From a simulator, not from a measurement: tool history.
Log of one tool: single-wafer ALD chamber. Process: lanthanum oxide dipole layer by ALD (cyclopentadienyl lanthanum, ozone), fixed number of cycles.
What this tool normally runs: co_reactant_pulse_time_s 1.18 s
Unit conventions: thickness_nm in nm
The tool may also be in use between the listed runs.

run,hour,co_reactant_pulse_time_s,wafers since the last listed run,hours since the last thermocouple change,hours since the last ozone generator service,hours since the showerhead was replaced,hours since the gauge calibration,"read-back reference wafer on the same gauge, thickness_nm",thickness_nm
1,0.0,1.46,0,1281.1,1513.0,6650.7,413.0,0.510,0.543
2,35.9,1.46,948,1317.0,1548.9,6686.6,448.9,0.510,0.544
3,65.5,1.02,781,1346.6,1578.5,6716.2,478.5,0.510,0.484
4,86.9,1.02,565,1368.0,1599.9,6737.6,499.9,0.510,0.486
5,129.2,1.02,1117,1410.3,1642.2,6779.9,542.2,0.510,0.482
6,141.4,1.30,322,1422.5,1654.4,6792.1,554.4,0.510,0.526
7,170.2,1.30,760,1451.3,1683.2,6820.9,583.2,0.510,0.529
8,204.5,1.54,905,1485.6,1717.5,6855.2,617.5,0.510,0.548
# hour 226.9: gauge calibrated
9,233.6,1.18,768,1514.7,1746.6,6884.3,6.7,0.510,0.509
# hour 243.0: ozone generator serviced
10,266.2,1.18,649,1547.3,23.2,6916.9,39.3,0.510,0.531
11,293.5,1.42,721,1574.6,50.5,6944.2,66.6,0.509,0.554
12,321.7,1.42,744,1602.8,78.7,6972.4,94.8,0.510,0.550
# hour 359.6: showerhead replaced
13,360.1,1.18,802,1641.2,117.1,0.5,133.2,0.510,0.530
14,385.5,1.65,670,1666.6,142.5,25.9,158.6,0.510,0.569
15,417.4,1.18,842,1698.5,174.4,57.8,190.5,0.510,0.527
16,432.1,1.61,388,1713.2,189.1,72.5,205.2,0.510,0.562
17,460.3,0.75,744,1741.4,217.3,100.7,233.4,0.510,0.440
18,488.8,1.18,752,1769.9,245.8,129.2,261.9,0.511,0.526
# hour 513.8: thermocouple changed; heater temperature recalibrated
19,517.7,0.92,551,3.9,274.7,158.1,290.8,0.510,0.484
20,549.8,1.64,847,36.0,306.8,190.2,322.9,0.511,0.563
21,565.3,0.71,409,51.5,322.3,205.7,338.4,0.510,0.421
22,587.1,1.05,575,73.3,344.1,227.5,360.2,0.510,0.508
23,633.8,1.18,1233,120.0,390.8,274.2,406.9,0.510,0.529
24,658.9,0.99,662,145.1,415.9,299.3,432.0,0.510,0.493
25,694.3,1.48,934,180.5,451.3,334.7,467.4,0.510,0.553
26,729.6,1.42,932,215.8,486.6,370.0,502.7,0.510,0.550

Here are 4 independent what-if runs from the current tool condition. What would each one return?
A,730.0,1.18,10,216.2,487.0,370.4,503.1,?,?
B,730.0,0.83,10,216.2,487.0,370.4,503.1,?,?
C,730.0,1.47,10,216.2,487.0,370.4,503.1,?,?
D,730.0,1.04,10,216.2,487.0,370.4,503.1,?,?

run,"read-back reference wafer on the same gauge, thickness_nm",thickness_nm
A,0.510,0.524
B,0.510,0.457
C,0.510,0.552
D,0.510,0.503
The same runs, with their run-to-run variation unchanged, on a tool lacking any hidden condition would have given:
run,thickness_nm
A,0.530
B,0.466
C,0.556
D,0.510
